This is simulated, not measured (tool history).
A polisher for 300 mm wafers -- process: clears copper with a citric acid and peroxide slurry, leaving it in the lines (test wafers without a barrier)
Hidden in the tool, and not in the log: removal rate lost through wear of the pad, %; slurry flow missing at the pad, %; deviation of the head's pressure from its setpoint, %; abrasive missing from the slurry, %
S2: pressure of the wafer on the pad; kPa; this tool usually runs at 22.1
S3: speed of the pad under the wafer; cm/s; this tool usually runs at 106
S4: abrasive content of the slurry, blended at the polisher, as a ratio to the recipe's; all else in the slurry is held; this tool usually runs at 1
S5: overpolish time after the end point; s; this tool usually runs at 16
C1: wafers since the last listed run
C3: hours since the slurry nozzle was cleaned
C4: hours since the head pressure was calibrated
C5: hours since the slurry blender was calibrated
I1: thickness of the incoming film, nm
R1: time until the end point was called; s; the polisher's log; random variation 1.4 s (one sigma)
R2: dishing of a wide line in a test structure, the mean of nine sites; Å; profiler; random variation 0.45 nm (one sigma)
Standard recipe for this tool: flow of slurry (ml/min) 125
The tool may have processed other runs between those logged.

Run 1, day 0: usual settings but S3 78 cm/s; C1 0; wafers polished on this pad 1830; C3 549.6; C4 1010.5; C5 147.8; I1 339.2. Result: R1 205.7 s, R2 203 Å.
Run 2, day 3.258: usual settings; C1 614; wafers polished on this pad 2445; C3 627.8; C4 1088.7; C5 226; I1 338.2. Result: R1 148.2 s, R2 260 Å.
At day 5.883: slurry nozzle cleaned.
Run 3, day 6.375: usual settings; C1 580; wafers polished on this pad 3025; C3 11.8; C4 1163.5; C5 300.8; I1 330.7. Result: R1 125.7 s, R2 308 Å.
Run 4, day 9.75: usual settings; C1 636; wafers polished on this pad 3662; C3 92.8; C4 1244.5; C5 381.8; I1 337.5. Result: R1 130.2 s, R2 299 Å.
At day 11.6: worn pad replaced by a new one.
Run 5, day 12.642: usual settings but S3 116 cm/s; C1 514; wafers polished on this pad 196; C3 162.2; C4 1313.9; C5 451.2; I1 335.2. Result: R1 122.4 s, R2 312 Å.
Run 6, day 14.733: usual settings but S3 116 cm/s; C1 394; wafers polished on this pad 590; C3 212.4; C4 1364.1; C5 501.4; I1 338.4. Result: R1 125.9 s, R2 308 Å.
At day 16.3: head pressure recalibrated.
Run 7, day 17.558: usual settings but S3 116 cm/s; C1 517; wafers polished on this pad 1108; C3 280.2; C4 30.2; C5 569.2; I1 334.2. Result: R1 127.7 s, R2 302 Å.
At day 19.571: slurry blender recalibrated.
Run 8, day 21.304: usual settings but S3 88 cm/s, S4 1.05; C1 691; wafers polished on this pad 1799; C3 370.1; C4 120.1; C5 41.6; I1 334.4. Result: R1 166.6 s, R2 240 Å.
Run 9, day 23.767: usual settings but S3 88 cm/s, S4 1.05; C1 464; wafers polished on this pad 2263; C3 429.2; C4 179.2; C5 100.7; I1 334.7. Result: R1 173.4 s, R2 228 Å.
Run 10, day 27.217: usual settings; C1 650; wafers polished on this pad 2914; C3 512; C4 262; C5 183.5; I1 334.8. Result: R1 147.1 s, R2 269 Å.
Run 11, day 29.204: usual settings; C1 374; wafers polished on this pad 3289; C3 559.7; C4 309.7; C5 231.2; I1 339.8. Result: R1 148.5 s, R2 267 Å.
At day 34.029: worn pad replaced by a new one.
At day 35.521: slurry nozzle cleaned.
Run 12, day 35.933: usual settings; C1 1230; wafers polished on this pad 351; C3 9.9; C4 471.2; C5 392.7; I1 330.8. Result: R1 126.6 s, R2 300 Å.
Run 13, day 40.35: usual settings but S2 26.2 kPa; C1 833; wafers polished on this pad 1184; C3 115.9; C4 577.2; C5 498.7; I1 333.3. Result: R1 114.5 s, R2 337 Å.
At day 43.454: slurry blender recalibrated.
Run 14, day 43.833: usual settings but S2 28.3 kPa; C1 641; wafers polished on this pad 1826; C3 199.5; C4 660.8; C5 9.1; I1 334.8. Result: R1 111.2 s, R2 348 Å.
Run 15, day 48.167: usual settings but S4 1.15; C1 817; wafers polished on this pad 2643; C3 303.5; C4 764.8; C5 113.1; I1 328.9. Result: R1 133.3 s, R2 281 Å.
Run 16, day 52.154: usual settings but flow of slurry (ml/min) 150, S5 8 s; C1 752; wafers polished on this pad 3396; C3 399.2; C4 860.5; C5 208.8; I1 334.1. Result: R1 135.6 s, R2 153 Å.
Run 17, day 58.604: usual settings but flow of slurry (ml/min) 110, S4 1.1; C1 1216; wafers polished on this pad 4612; C3 554; C4 1015.3; C5 363.6; I1 337.3. Result: R1 152.6 s, R2 262 Å.
At day 58.892: worn pad replaced by a new one.
At day 60.762: slurry nozzle cleaned.
Run 18, day 60.85: usual settings; C1 384; wafers polished on this pad 361; C3 2.1; C4 1069.2; C5 417.5; I1 336.2. Result: R1 126.3 s, R2 298 Å.
Run 19, day 64.271: usual settings; C1 645; wafers polished on this pad 1007; C3 84.2; C4 1151.3; C5 499.6; I1 332.5. Result: R1 127.7 s, R2 306 Å.
Run 20, day 66.879: usual settings but flow of slurry (ml/min) 80, S2 24.1 kPa, S4 0.75, S5 25 s; C1 492; wafers polished on this pad 1499; C3 146.8; C4 1213.9; C5 562.2; I1 333.2. Result: R1 154.8 s, R2 370 Å.
Run 21, day 70.292: usual settings; C1 643; wafers polished on this pad 2142; C3 228.7; C4 1295.8; C5 644.1; I1 333.8. Result: R1 137.1 s, R2 278 Å.
At day 71.612: slurry blender recalibrated.
Run 22, day 73.433: usual settings but S2 15.9 kPa; C1 577; wafers polished on this pad 2720; C3 304.1; C4 1371.2; C5 43.7; I1 330.8. Result: R1 178.7 s, R2 215 Å.
Run 23, day 75.033: usual settings but flow of slurry (ml/min) 140, S5 11 s; C1 301; wafers polished on this pad 3021; C3 342.5; C4 1409.6; C5 82.1; I1 328.5. Result: R1 134.6 s, R2 203 Å.
Run 24, day 77.379: usual settings but flow of slurry (ml/min) 150, S2 28.3 kPa; C1 442; wafers polished on this pad 3464; C3 398.8; C4 1465.9; C5 138.4; I1 332.3. Result: R1 111.1 s, R2 350 Å.
At day 80.192: worn pad replaced by a new one.
Run 25, day 81.583: usual settings but S2 15.2 kPa, S3 120 cm/s; C1 761; wafers polished on this pad 262; C3 499.7; C4 1566.8; C5 239.3; I1 335. Result: R1 174 s, R2 230 Å.
Run 26, day 84.775: usual settings but flow of slurry (ml/min) 110, S2 27.6 kPa, S5 12 s; C1 602; wafers polished on this pad 864; C3 576.3; C4 1643.4; C5 315.9; I1 334. Result: R1 130 s, R2 222 Å.
At day 84.871: head pressure recalibrated.
Run 27, day 86.496: usual settings but S4 1.1; C1 308; wafers polished on this pad 1173; C3 617.6; C4 39; C5 357.2; I1 336.2. Result: R1 144.6 s, R2 276 Å.
At day 88.988: slurry nozzle cleaned.
Run 28, day 89.354: usual settings but flow of slurry (ml/min) 160, S3 86 cm/s; C1 531; wafers polished on this pad 1704; C3 8.8; C4 107.6; C5 425.8; I1 340.1. Result: R1 146.6 s, R2 269 Å.
At day 94.904: slurry blender recalibrated.
Run 29, day 101.292: usual settings but S3 116 cm/s; C1 2236; wafers polished on this pad 3941; C3 295.3; C4 394.1; C5 153.3; I1 333.7. Result: R1 127.9 s, R2 300 Å.

Forecast each of these 3 alternatives for the next run:
Run A, day 101.312: usual settings but flow of slurry (ml/min) 95; C1 3; wafers polished on this pad 3945; C3 295.8; C4 394.6; C5 153.8; I1 338.5. Result: R1 ?, R2 ?.
Run B, day 101.312: usual settings but S3 128 cm/s; C1 3; wafers polished on this pad 3945; C3 295.8; C4 394.6; C5 153.8; I1 338.5. Result: R1 ?, R2 ?.
Run C, day 101.312: usual settings but S2 16.5 kPa, S3 82 cm/s, S4 0.85; C1 3; wafers polished on this pad 3945; C3 295.8; C4 394.6; C5 153.8; I1 338.5. Result: R1 ?, R2 ?.

run     R1   R2
  A  156.1  246
  B  116.6  319
  C  231.5  170
With the hidden condition removed and each run's random variation left untouched, the same runs would have given:
run     R1   R2
  A  134.1  282
  B  103.7  354
  C  205.9  190
